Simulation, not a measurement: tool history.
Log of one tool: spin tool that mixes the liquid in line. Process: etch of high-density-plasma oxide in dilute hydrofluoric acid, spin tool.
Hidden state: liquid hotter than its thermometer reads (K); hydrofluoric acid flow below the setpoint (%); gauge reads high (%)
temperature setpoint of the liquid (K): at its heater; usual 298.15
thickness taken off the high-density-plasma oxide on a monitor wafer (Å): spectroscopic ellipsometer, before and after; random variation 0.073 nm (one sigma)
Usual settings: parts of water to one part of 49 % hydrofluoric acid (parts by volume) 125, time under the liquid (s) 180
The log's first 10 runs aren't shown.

| run | hour | temperature setpoint of the liquid (K) | parts of water to one part of 49 % hydrofluoric acid (parts by volume) | time under the liquid (s) | wafers since the last listed run | hours since the thermometer was replaced | hours since the hydrofluoric acid flow meter was replaced | hours since the gauge calibration | read-back film thickness of the high-density-plasma oxide reference wafer, read on the same gauge (nm) | thickness taken off the high-density-plasma oxide on a monitor wafer (Å) |
|---|---|---|---|---|---|---|---|---|---|---|
| 11 | 758.6 | 298.15 | 125 | 180 | 801 | 2865.7 | 229.1 | 2841.2 | 80.01 | 77 |
| 12 | 862.7 | 298.15 | 125 | 180 | 982 | 2969.8 | 333.2 | 2945.3 | 80.01 | 74.7 |
| 13 | 949 | 298.15 | 125 | 180 | 814 | 3056.1 | 419.5 | 3031.6 | 80 | 75.2 |
|  | 1018.3 | gauge calibrated |
| 14 | 1032.6 | 298.15 | 110 | 180 | 788 | 3139.7 | 503.1 | 14.3 | 80 | 86.8 |
|  | 1072.8 | hydrofluoric acid flow meter replaced |
|  | 1087.2 | thermometer replaced |
| 15 | 1130.3 | 302.15 | 155 | 245 | 903 | 43.1 | 57.5 | 112 | 79.99 | 95.7 |
| 16 | 1177.7 | 293.65 | 100 | 285 | 447 | 90.5 | 104.9 | 159.4 | 80 | 131.6 |
| 17 | 1263.6 | 298.15 | 125 | 180 | 810 | 176.4 | 190.8 | 245.3 | 80 | 77.5 |
| 18 | 1352.1 | 298.15 | 125 | 210 | 835 | 264.9 | 279.3 | 333.8 | 80 | 89.2 |
| 19 | 1394.3 | 298.15 | 125 | 180 | 398 | 307.1 | 321.5 | 376 | 80 | 76.4 |
| 20 | 1589.4 | 298.15 | 155 | 260 | 1841 | 502.2 | 516.6 | 571.1 | 80.02 | 83.3 |
|  | 1640.2 | hydrofluoric acid flow meter replaced |
| 21 | 1657.4 | 295.65 | 125 | 180 | 632 | 570.2 | 17.2 | 639.1 | 79.99 | 69.8 |
| 22 | 1722.4 | 302.15 | 175 | 180 | 613 | 635.2 | 82.2 | 704.1 | 80.01 | 61.1 |
| 23 | 1814.6 | 298.15 | 65 | 180 | 870 | 727.4 | 174.4 | 796.3 | 80.01 | 156.3 |
| 24 | 1892.1 | 302.65 | 85 | 180 | 731 | 804.9 | 251.9 | 873.8 | 80.01 | 142.1 |
| 25 | 1938.9 | 295.15 | 80 | 95 | 441 | 851.7 | 298.7 | 920.6 | 80 | 57.9 |
| 26 | 2075.8 | 296.15 | 75 | 180 | 1292 | 988.6 | 435.6 | 1057.5 | 80 | 120.5 |
| 27 | 2123.6 | 298.15 | 125 | 115 | 451 | 1036.4 | 483.4 | 1105.3 | 80.02 | 47.2 |
|  | 2179.5 | hydrofluoric acid flow meter replaced |
| 28 | 2202.9 | 298.15 | 70 | 140 | 738 | 1115.7 | 23.4 | 1184.6 | 80 | 114.5 |
| 29 | 2304.6 | 298.15 | 125 | 180 | 959 | 1217.4 | 125.1 | 1286.3 | 80 | 77.4 |
| 30 | 2341 | 298.15 | 145 | 260 | 343 | 1253.8 | 161.5 | 1322.7 | 80 | 93.3 |
| 31 | 2658.5 | 294.65 | 125 | 180 | 2996 | 1571.3 | 479 | 1640.2 | 80.01 | 65 |
|  | 2739.4 | hydrofluoric acid flow meter replaced |
| 32 | 2740.3 | 298.15 | 125 | 180 | 762 | 1653.1 | 0.9 | 1722 | 80 | 78.9 |

Forecast each of these 4 alternatives for the next run:
| A | 2740.8 | 298.15 | 125 | 180 | 4 | 1653.6 | 1.4 | 1722.5 | ? | ? |
| B | 2740.8 | 295.65 | 95 | 95 | 4 | 1653.6 | 1.4 | 1722.5 | ? | ? |
| C | 2740.8 | 298.15 | 150 | 180 | 4 | 1653.6 | 1.4 | 1722.5 | ? | ? |
| D | 2740.8 | 302.65 | 170 | 135 | 4 | 1653.6 | 1.4 | 1722.5 | ? | ? |

| run | read-back film thickness of the high-density-plasma oxide reference wafer, read on the same gauge (nm) | thickness taken off the high-density-plasma oxide on a monitor wafer (Å) |
|---|---|---|
| A | 80 | 77.2 |
| B | 80 | 50.4 |
| C | 80 | 62.4 |
| D | 80 | 47.5 |
Without the tool's hidden state the same runs would have given:
| run | thickness taken off the high-density-plasma oxide on a monitor wafer (Å) |
|---|---|
| A | 77.8 |
| B | 50.8 |
| C | 63 |
| D | 48 |

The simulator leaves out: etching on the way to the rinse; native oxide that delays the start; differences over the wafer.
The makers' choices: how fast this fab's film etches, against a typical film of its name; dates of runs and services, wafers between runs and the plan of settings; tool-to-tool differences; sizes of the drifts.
